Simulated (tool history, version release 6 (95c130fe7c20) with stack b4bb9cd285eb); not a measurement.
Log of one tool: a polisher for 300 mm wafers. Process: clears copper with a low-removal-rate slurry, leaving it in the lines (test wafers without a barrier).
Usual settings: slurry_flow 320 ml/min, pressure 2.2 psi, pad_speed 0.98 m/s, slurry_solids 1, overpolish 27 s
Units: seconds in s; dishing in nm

run,hour,slurry_flow,pressure,pad_speed,slurry_solids,overpolish,wafers since the last listed run,wafers polished on this pad,hours since the slurry nozzle was cleaned,hours since the head pressure was calibrated,hours since the slurry blender was calibrated,"incoming thickness of the incoming film, nm",seconds,dishing
1,0,320,2.2,0.98,1,27,0,617,97.8,640.3,76,260.3,136.5,40.3
2,24.7,320,2.2,0.98,1,27,212,829,122.5,665,100.7,264.8,141.6,39.5
3,48,320,2.2,0.98,1,27,200,1029,145.8,688.3,124,257.3,131.9,39
# hour 73.1: slurry blender recalibrated
4,83.9,320,2.2,1.14,1,27,291,1320,181.7,724.2,10.8,257.8,121,43.8
# hour 91.6: worn pad replaced by a new one
5,114.8,320,2.2,0.98,1,27,231,199,212.6,755.1,41.7,261.5,129.2,41.9
6,133,320,2.2,0.98,1,27,156,355,230.8,773.3,59.9,258.3,129.4,41.3
7,146.1,320,2.2,0.98,1,27,112,468,243.9,786.4,73,257.1,127.9,42.5
8,172.2,320,1.8,0.98,1,27,224,692,270,812.5,99.1,259.1,168,33.4
9,189.3,320,1.8,0.98,1,27,146,839,287.1,829.6,116.2,262.7,169.5,33.6
10,213.9,320,2.2,0.98,1,27,211,1050,311.7,854.2,140.8,260.4,138.7,39.7
# hour 216.5: slurry blender recalibrated
11,242.7,320,2.2,0.98,1,27,230,1280,340.5,883,26.2,256.7,139.1,39
# hour 269.3: worn pad replaced by a new one
12,276.3,320,2.2,0.98,1,27,254,59,374.1,916.6,59.8,262.2,131.6,42
# hour 286.7: slurry nozzle cleaned
13,296.1,320,2.2,0.98,1,27,161,221,9.4,936.4,79.6,261.4,134.5,40.7
14,331.1,360,2.2,0.86,1.2,31,300,521,44.4,971.4,114.6,263.5,147,44
15,359.8,320,2.2,0.98,0.8,42,246,768,73.1,1000.1,143.3,259.1,146.1,53.1
# hour 380: slurry blender recalibrated
16,380.5,320,2.2,0.98,1,27,160,928,93.8,1020.8,0.5,261.9,137.2,40.4
17,405.1,380,2.9,0.98,0.75,39,211,1140,118.4,1045.4,25.1,256.6,111.7,64.2
# hour 423.1: head pressure recalibrated
# hour 427: worn pad replaced by a new one, of another model than before
18,427.5,320,2.2,0.64,1,27,141,3,140.8,4.4,47.5,258.8,164.7,33.3
19,447.4,320,2.2,0.98,1,27,170,174,160.7,24.3,67.4,258.4,127.3,42.7
20,464,320,1.6,0.98,1,27,142,317,177.3,40.9,84,259.9,148.9,34.8
21,496.5,375,2.2,0.98,0.75,16,279,596,209.8,73.4,116.5,262.7,142.2,25.4
22,524.4,320,2.2,0.98,1,13,239,836,237.7,101.3,144.4,260.8,140.3,21.1
23,557.9,320,2.2,1.12,1,14,287,1123,271.2,134.8,177.9,261.2,122.4,24.9
# hour 568.2: slurry blender recalibrated
# hour 579.7: worn pad replaced by a new one
24,638.5,320,2.6,1.26,1,27,640,504,351.8,215.4,70.3,260.5,99.5,51.1
25,659.7,380,2.2,0.7,1,36,182,686,373,236.6,91.5,264.9,174.2,42.5
# hour 671.4: slurry nozzle cleaned
26,693.2,320,2.2,0.98,1,15,279,966,21.8,270.1,125,255.3,139.3,23.6
27,714.3,320,2.2,0.98,1.25,42,181,1147,42.9,291.2,146.1,260.9,132,57.2
28,738.2,320,2.2,0.98,1,27,205,1352,66.8,315.1,170,262.6,145.7,37.8

Forecast each of these 4 alternatives for the next run:
A,738.7,320,2.2,0.98,1,37,4,1356,67.3,315.6,170.5,255.8,?,?
B,738.7,395,2.2,0.98,1.2,27,4,1356,67.3,315.6,170.5,255.8,?,?
C,738.7,320,2.6,0.66,0.9,27,4,1356,67.3,315.6,170.5,255.8,?,?
D,738.7,410,2.6,0.98,1,33,4,1356,67.3,315.6,170.5,255.8,?,?

run,seconds,dishing
A,144.4,49.9
B,136.3,40.8
C,180.5,32.5
D,129.4,50.2
Without the tool's hidden state the same runs would have given:
run,seconds,dishing
A,125.4,55.4
B,118.3,45.7
C,156.7,36.6
D,112.3,55.8
